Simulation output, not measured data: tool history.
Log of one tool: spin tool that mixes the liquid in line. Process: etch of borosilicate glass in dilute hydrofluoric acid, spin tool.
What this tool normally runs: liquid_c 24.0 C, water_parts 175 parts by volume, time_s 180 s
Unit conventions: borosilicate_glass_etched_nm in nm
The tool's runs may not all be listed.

| run | hour | liquid_c | water_parts | time_s | read-back film thickness of the borosilicate glass reference wafer, read on the same gauge (nm) | borosilicate_glass_etched_nm |
|---|---|---|---|---|---|---|
| 1 | 0.0 | 24.0 | 175 | 180 | 119.95 | 31.53 |
| 2 | 28.3 | 24.0 | 210 | 95 | 119.99 | 13.41 |
| 3 | 96.2 | 24.0 | 210 | 95 | 119.97 | 13.44 |
|  | 208.5 | hydrofluoric acid flow meter replaced |
| 4 | 266.0 | 24.0 | 175 | 180 | 120.02 | 31.72 |
| 5 | 328.0 | 24.0 | 175 | 180 | 120.00 | 32.14 |
| 6 | 393.0 | 24.0 | 175 | 180 | 120.00 | 32.19 |
| 7 | 440.0 | 24.0 | 175 | 180 | 119.97 | 31.73 |
| 8 | 500.5 | 24.0 | 140 | 180 | 119.98 | 41.84 |
| 9 | 529.0 | 24.0 | 140 | 180 | 120.03 | 42.00 |
| 10 | 582.2 | 24.0 | 140 | 180 | 120.03 | 42.09 |
| 11 | 615.2 | 24.0 | 175 | 180 | 120.00 | 32.13 |
| 12 | 665.6 | 24.0 | 175 | 180 | 119.99 | 31.96 |
| 13 | 725.6 | 24.0 | 175 | 180 | 120.01 | 32.35 |
|  | 735.9 | hydrofluoric acid flow meter replaced |
| 14 | 775.2 | 27.5 | 220 | 180 | 119.99 | 27.54 |
| 15 | 818.6 | 24.0 | 175 | 180 | 119.99 | 32.12 |
| 16 | 866.2 | 24.0 | 175 | 180 | 120.00 | 31.94 |
| 17 | 895.1 | 24.0 | 175 | 180 | 119.98 | 32.16 |
| 18 | 941.4 | 19.0 | 105 | 220 | 119.99 | 58.41 |
| 19 | 980.5 | 28.0 | 145 | 235 | 119.99 | 61.36 |
|  | 996.3 | gauge calibrated |
| 20 | 1022.0 | 24.0 | 175 | 180 | 119.99 | 32.48 |
| 21 | 1057.7 | 20.0 | 85 | 240 | 120.02 | 83.97 |
| 22 | 1102.3 | 24.0 | 130 | 180 | 120.01 | 46.32 |
| 23 | 1128.6 | 28.5 | 115 | 80 | 120.00 | 28.09 |
|  | 1184.0 | hydrofluoric acid flow meter replaced |
| 24 | 1194.3 | 24.0 | 95 | 285 | 120.01 | 104.02 |
| 25 | 1243.2 | 21.0 | 150 | 80 | 120.01 | 15.46 |
|  | 1247.4 | thermometer replaced |
| 26 | 1290.4 | 28.5 | 175 | 255 | 120.00 | 51.17 |
| 27 | 1323.9 | 20.0 | 100 | 290 | 120.04 | 80.53 |
| 28 | 1462.5 | 24.0 | 175 | 180 | 120.01 | 31.04 |
| 29 | 1534.0 | 26.5 | 210 | 145 | 119.99 | 21.87 |
| 30 | 1564.0 | 24.0 | 120 | 180 | 120.01 | 48.47 |
| 31 | 1603.8 | 24.0 | 175 | 180 | 120.00 | 30.96 |
| 32 | 1638.4 | 24.0 | 220 | 230 | 119.99 | 29.86 |
| 33 | 1675.8 | 24.0 | 175 | 125 | 120.00 | 21.37 |

A few steps of borosilicate_glass_etched_nm between consecutive runs. Split each: what settings, incoming material and random variation would produce without the hidden state, and what is left over for the hidden state, along with gauge scatter present in only one of the two compared results (measured, and without hidden state):
Hidden state at play: liquid hotter than its thermometer reads (K); hydrofluoric acid flow below the setpoint (%); gauge reads high (%).
Run 20 -> 21: liquid_c 24.0 -> 20.0, water_parts 175 -> 85, time_s 180 -> 240. borosilicate_glass_etched_nm +51.49 nm: hidden state +3.58, all else +47.91.
Run 23 -> 24: liquid_c 28.5 -> 24.0, water_parts 115 -> 95, time_s 80 -> 285, hydrofluoric acid flow meter replaced. borosilicate_glass_etched_nm +75.93 nm: hidden state +5.13, all else +70.80.
Run 24 -> 25: liquid_c 24.0 -> 21.0, water_parts 95 -> 150, time_s 285 -> 80. borosilicate_glass_etched_nm -88.56 nm: hidden state -5.81, all else -82.75.
